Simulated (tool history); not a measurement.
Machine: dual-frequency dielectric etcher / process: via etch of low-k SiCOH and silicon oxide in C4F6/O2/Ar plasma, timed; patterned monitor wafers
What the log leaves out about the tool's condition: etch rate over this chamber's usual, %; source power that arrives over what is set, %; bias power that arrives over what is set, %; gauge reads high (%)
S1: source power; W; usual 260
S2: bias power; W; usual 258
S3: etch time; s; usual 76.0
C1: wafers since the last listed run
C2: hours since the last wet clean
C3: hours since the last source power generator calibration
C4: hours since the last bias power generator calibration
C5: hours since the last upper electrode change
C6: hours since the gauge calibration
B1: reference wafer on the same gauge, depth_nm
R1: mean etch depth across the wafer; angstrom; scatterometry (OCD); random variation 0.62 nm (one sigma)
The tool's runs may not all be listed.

run 1 hour=0.0 | S1=260 S2=212 S3=76.0 | C1=0 C2=370.2 C3=1979.8 C4=3568.0 C5=5799.2 C6=346.2 | B1=190.7 | R1=1825
run 2 hour=13.6 | S1=260 S2=258 S3=76.0 | C1=198 C2=383.8 C3=1993.4 C4=3581.6 C5=5812.8 C6=359.8 | B1=190.6 | R1=2011
run 3 hour=37.4 | S1=260 S2=258 S3=76.0 | C1=347 C2=407.6 C3=2017.2 C4=3605.4 C5=5836.6 C6=383.6 | B1=190.5 | R1=2007
run 4 hour=145.0 | S1=260 S2=230 S3=76.0 | C1=1572 C2=515.2 C3=2124.8 C4=3713.0 C5=5944.2 C6=491.2 | B1=190.2 | R1=1894
run 5 hour=180.4 | S1=260 S2=230 S3=76.0 | C1=517 C2=550.6 C3=2160.2 C4=3748.4 C5=5979.6 C6=526.6 | B1=190.1 | R1=1891
run 6 hour=198.2 | S1=260 S2=258 S3=76.0 | C1=260 C2=568.4 C3=2178.0 C4=3766.2 C5=5997.4 C6=544.4 | B1=190.2 | R1=2006
run 7 hour=214.6 | S1=260 S2=258 S3=76.0 | C1=239 C2=584.8 C3=2194.4 C4=3782.6 C5=6013.8 C6=560.8 | B1=190.2 | R1=2012
run 8 hour=231.1 | S1=260 S2=258 S3=76.0 | C1=241 C2=601.3 C3=2210.9 C4=3799.1 C5=6030.3 C6=577.3 | B1=190.0 | R1=2016
run 9 hour=251.4 | S1=260 S2=258 S3=76.0 | C1=296 C2=621.6 C3=2231.2 C4=3819.4 C5=6050.6 C6=597.6 | B1=190.1 | R1=2000
run 10 hour=273.2 | S1=260 S2=258 S3=76.0 | C1=318 C2=643.4 C3=2253.0 C4=3841.2 C5=6072.4 C6=619.4 | B1=190.0 | R1=2012
run 11 hour=288.6 | S1=260 S2=258 S3=76.0 | C1=225 C2=658.8 C3=2268.4 C4=3856.6 C5=6087.8 C6=634.8 | B1=190.0 | R1=2004
run 12 hour=323.8 | S1=260 S2=258 S3=76.0 | C1=514 C2=694.0 C3=2303.6 C4=3891.8 C5=6123.0 C6=670.0 | B1=190.0 | R1=1995
-- hour=333.3 gauge calibrated
-- hour=350.4 wet clean of the chamber
run 13 hour=350.9 | S1=260 S2=258 S3=76.0 | C1=45 C2=0.5 C3=2330.7 C4=3918.9 C5=6150.1 C6=17.6 | B1=194.8 | R1=2065
-- hour=402.1 source power generator calibrated
run 14 hour=402.6 | S1=260 S2=258 S3=76.0 | C1=697 C2=52.2 C3=0.5 C4=3970.6 C5=6201.8 C6=69.3 | B1=193.7 | R1=2042
run 15 hour=430.9 | S1=240 S2=206 S3=76.0 | C1=413 C2=80.5 C3=28.8 C4=3998.9 C5=6230.1 C6=97.6 | B1=193.2 | R1=1750
-- hour=441.1 bias power generator calibrated
run 16 hour=456.3 | S1=260 S2=258 S3=76.0 | C1=312 C2=105.9 C3=54.2 C4=15.2 C5=6255.5 C6=123.0 | B1=192.7 | R1=2032
run 17 hour=491.7 | S1=210 S2=286 S3=76.0 | C1=517 C2=141.3 C3=89.6 C4=50.6 C5=6290.9 C6=158.4 | B1=192.4 | R1=1895
run 18 hour=543.8 | S1=260 S2=258 S3=76.0 | C1=761 C2=193.4 C3=141.7 C4=102.7 C5=6343.0 C6=210.5 | B1=191.8 | R1=2027
run 19 hour=572.5 | S1=220 S2=312 S3=57.0 | C1=419 C2=222.1 C3=170.4 C4=131.4 C5=6371.7 C6=239.2 | B1=191.6 | R1=1514
-- hour=603.3 upper electrode replaced
run 20 hour=603.8 | S1=220 S2=258 S3=97.0 | C1=106 C2=253.4 C3=201.7 C4=162.7 C5=0.5 C6=270.5 | B1=191.3 | R1=2358
run 21 hour=604.1 | S1=260 S2=281 S3=98.5 | C1=4 C2=253.7 C3=202.0 C4=163.0 C5=0.8 C6=270.8 | B1=191.4 | R1=2715
run 22 hour=627.7 | S1=260 S2=258 S3=76.0 | C1=344 C2=277.3 C3=225.6 C4=186.6 C5=24.4 C6=294.4 | B1=191.3 | R1=2026
run 23 hour=657.5 | S1=300 S2=258 S3=66.0 | C1=435 C2=307.1 C3=255.4 C4=216.4 C5=54.2 C6=324.2 | B1=191.1 | R1=1894
run 24 hour=681.2 | S1=310 S2=258 S3=90.5 | C1=346 C2=330.8 C3=279.1 C4=240.1 C5=77.9 C6=347.9 | B1=190.9 | R1=2626
run 25 hour=704.4 | S1=240 S2=298 S3=67.5 | C1=339 C2=354.0 C3=302.3 C4=263.3 C5=101.1 C6=371.1 | B1=190.7 | R1=1841
run 26 hour=737.0 | S1=200 S2=281 S3=76.0 | C1=476 C2=386.6 C3=334.9 C4=295.9 C5=133.7 C6=403.7 | B1=190.8 | R1=1822
run 27 hour=762.5 | S1=260 S2=258 S3=76.0 | C1=372 C2=412.1 C3=360.4 C4=321.4 C5=159.2 C6=429.2 | B1=190.7 | R1=2005
run 28 hour=795.4 | S1=260 S2=258 S3=76.0 | C1=480 C2=445.0 C3=393.3 C4=354.3 C5=192.1 C6=462.1 | B1=190.3 | R1=2012
run 29 hour=810.4 | S1=300 S2=318 S3=82.5 | C1=219 C2=460.0 C3=408.3 C4=369.3 C5=207.1 C6=477.1 | B1=190.4 | R1=2589
run 30 hour=822.7 | S1=260 S2=258 S3=53.5 | C1=179 C2=472.3 C3=420.6 C4=381.6 C5=219.4 C6=489.4 | B1=190.4 | R1=1413
run 31 hour=837.9 | S1=220 S2=198 S3=92.5 | C1=222 C2=487.5 C3=435.8 C4=396.8 C5=234.6 C6=504.6 | B1=190.5 | R1=1956

3 ways to go on from here, each from the tool as it stands after run 31. What would each give?
run A hour=838.3 | S1=260 S2=258 S3=76.0 | C1=5 C2=487.9 C3=436.2 C4=397.2 C5=235.0 C6=505.0 | B1=? | R1=?
run B hour=838.3 | S1=300 S2=258 S3=76.0 | C1=5 C2=487.9 C3=436.2 C4=397.2 C5=235.0 C6=505.0 | B1=? | R1=?
run C hour=838.3 | S1=280 S2=258 S3=87.0 | C1=5 C2=487.9 C3=436.2 C4=397.2 C5=235.0 C6=505.0 | B1=? | R1=?

run=A B1=190.5 R1=2019
run=B B1=190.5 R1=2170
run=C B1=190.5 R1=2400
Without the tool's hidden state the same runs would have given:
run=A R1=2068
run=B R1=2223
run=C R1=2459
